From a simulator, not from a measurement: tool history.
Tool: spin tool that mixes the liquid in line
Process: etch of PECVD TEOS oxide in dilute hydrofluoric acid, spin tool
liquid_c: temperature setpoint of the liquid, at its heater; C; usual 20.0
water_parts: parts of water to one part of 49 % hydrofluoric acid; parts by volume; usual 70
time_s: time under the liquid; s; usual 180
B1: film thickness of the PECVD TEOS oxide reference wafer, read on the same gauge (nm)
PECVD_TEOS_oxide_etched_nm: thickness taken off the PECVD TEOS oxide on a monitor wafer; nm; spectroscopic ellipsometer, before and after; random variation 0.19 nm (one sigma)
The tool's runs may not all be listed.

run 1 hour=0.0 | liquid_c=20.0 water_parts=70 time_s=180 | B1=90.00 | PECVD_TEOS_oxide_etched_nm=40.66
run 2 hour=33.0 | liquid_c=20.0 water_parts=70 time_s=180 | B1=90.01 | PECVD_TEOS_oxide_etched_nm=40.59
run 3 hour=103.4 | liquid_c=20.0 water_parts=70 time_s=180 | B1=89.98 | PECVD_TEOS_oxide_etched_nm=40.95
run 4 hour=139.9 | liquid_c=20.0 water_parts=70 time_s=220 | B1=90.04 | PECVD_TEOS_oxide_etched_nm=49.91
run 5 hour=199.5 | liquid_c=20.0 water_parts=70 time_s=180 | B1=90.01 | PECVD_TEOS_oxide_etched_nm=40.45
run 6 hour=236.4 | liquid_c=20.0 water_parts=70 time_s=180 | B1=90.00 | PECVD_TEOS_oxide_etched_nm=40.50
run 7 hour=284.6 | liquid_c=20.0 water_parts=70 time_s=180 | B1=89.98 | PECVD_TEOS_oxide_etched_nm=40.70
run 8 hour=339.6 | liquid_c=20.0 water_parts=70 time_s=180 | B1=90.02 | PECVD_TEOS_oxide_etched_nm=40.62
run 9 hour=386.4 | liquid_c=20.0 water_parts=70 time_s=180 | B1=90.03 | PECVD_TEOS_oxide_etched_nm=40.60
run 10 hour=443.7 | liquid_c=20.0 water_parts=85 time_s=180 | B1=90.00 | PECVD_TEOS_oxide_etched_nm=32.72
run 11 hour=471.8 | liquid_c=20.0 water_parts=85 time_s=180 | B1=90.02 | PECVD_TEOS_oxide_etched_nm=33.03
run 12 hour=535.1 | liquid_c=20.0 water_parts=50 time_s=180 | B1=89.97 | PECVD_TEOS_oxide_etched_nm=58.63
run 13 hour=589.3 | liquid_c=20.0 water_parts=50 time_s=180 | B1=90.02 | PECVD_TEOS_oxide_etched_nm=58.30
run 14 hour=617.3 | liquid_c=23.5 water_parts=70 time_s=180 | B1=89.99 | PECVD_TEOS_oxide_etched_nm=47.07
run 15 hour=687.0 | liquid_c=23.5 water_parts=70 time_s=180 | B1=90.00 | PECVD_TEOS_oxide_etched_nm=47.14
run 16 hour=725.1 | liquid_c=22.0 water_parts=70 time_s=180 | B1=90.02 | PECVD_TEOS_oxide_etched_nm=43.82
-- hour=772.3 hydrofluoric acid flow meter replaced
run 17 hour=793.2 | liquid_c=22.0 water_parts=70 time_s=180 | B1=90.00 | PECVD_TEOS_oxide_etched_nm=44.27
-- hour=804.8 gauge calibrated
run 18 hour=857.8 | liquid_c=20.0 water_parts=50 time_s=145 | B1=90.00 | PECVD_TEOS_oxide_etched_nm=47.04
run 19 hour=899.9 | liquid_c=22.0 water_parts=60 time_s=225 | B1=90.00 | PECVD_TEOS_oxide_etched_nm=65.10
run 20 hour=932.9 | liquid_c=22.0 water_parts=70 time_s=180 | B1=89.98 | PECVD_TEOS_oxide_etched_nm=44.43
run 21 hour=963.9 | liquid_c=20.0 water_parts=70 time_s=95 | B1=90.05 | PECVD_TEOS_oxide_etched_nm=21.37
run 22 hour=1007.9 | liquid_c=23.5 water_parts=70 time_s=230 | B1=89.99 | PECVD_TEOS_oxide_etched_nm=60.70
run 23 hour=1043.4 | liquid_c=20.0 water_parts=70 time_s=180 | B1=90.03 | PECVD_TEOS_oxide_etched_nm=40.90
run 24 hour=1104.3 | liquid_c=24.0 water_parts=100 time_s=110 | B1=90.00 | PECVD_TEOS_oxide_etched_nm=19.85
run 25 hour=1142.0 | liquid_c=20.0 water_parts=85 time_s=180 | B1=90.03 | PECVD_TEOS_oxide_etched_nm=33.14
run 26 hour=1212.0 | liquid_c=20.0 water_parts=70 time_s=180 | B1=90.01 | PECVD_TEOS_oxide_etched_nm=40.79
run 27 hour=1280.6 | liquid_c=20.0 water_parts=70 time_s=180 | B1=89.97 | PECVD_TEOS_oxide_etched_nm=40.60
-- hour=1310.2 thermometer replaced
run 28 hour=1316.1 | liquid_c=23.5 water_parts=70 time_s=220 | B1=90.06 | PECVD_TEOS_oxide_etched_nm=57.65
run 29 hour=1358.9 | liquid_c=18.5 water_parts=40 time_s=215 | B1=90.03 | PECVD_TEOS_oxide_etched_nm=82.35
run 30 hour=1422.3 | liquid_c=21.5 water_parts=40 time_s=275 | B1=90.02 | PECVD_TEOS_oxide_etched_nm=121.13
run 31 hour=1479.6 | liquid_c=21.5 water_parts=70 time_s=180 | B1=89.99 | PECVD_TEOS_oxide_etched_nm=43.35
run 32 hour=1551.0 | liquid_c=17.5 water_parts=100 time_s=140 | B1=89.97 | PECVD_TEOS_oxide_etched_nm=19.28
run 33 hour=1601.5 | liquid_c=20.0 water_parts=70 time_s=180 | B1=90.00 | PECVD_TEOS_oxide_etched_nm=41.02
run 34 hour=1640.5 | liquid_c=25.0 water_parts=40 time_s=180 | B1=89.99 | PECVD_TEOS_oxide_etched_nm=91.11

3 ways to go on from here, each from the tool as it stands after run 34. What would each give?
run A hour=1641.0 | liquid_c=20.0 water_parts=60 time_s=180 | B1=? | PECVD_TEOS_oxide_etched_nm=?
run B hour=1641.0 | liquid_c=20.0 water_parts=70 time_s=70 | B1=? | PECVD_TEOS_oxide_etched_nm=?
run C hour=1641.0 | liquid_c=17.0 water_parts=95 time_s=135 | B1=? | PECVD_TEOS_oxide_etched_nm=?

run=A B1=90.00 PECVD_TEOS_oxide_etched_nm=47.93
run=B B1=90.00 PECVD_TEOS_oxide_etched_nm=15.79
run=C B1=90.00 PECVD_TEOS_oxide_etched_nm=19.23
Without the tool's hidden state the same runs would have given:
run=A PECVD_TEOS_oxide_etched_nm=47.93
run=B PECVD_TEOS_oxide_etched_nm=15.79
run=C PECVD_TEOS_oxide_etched_nm=19.23

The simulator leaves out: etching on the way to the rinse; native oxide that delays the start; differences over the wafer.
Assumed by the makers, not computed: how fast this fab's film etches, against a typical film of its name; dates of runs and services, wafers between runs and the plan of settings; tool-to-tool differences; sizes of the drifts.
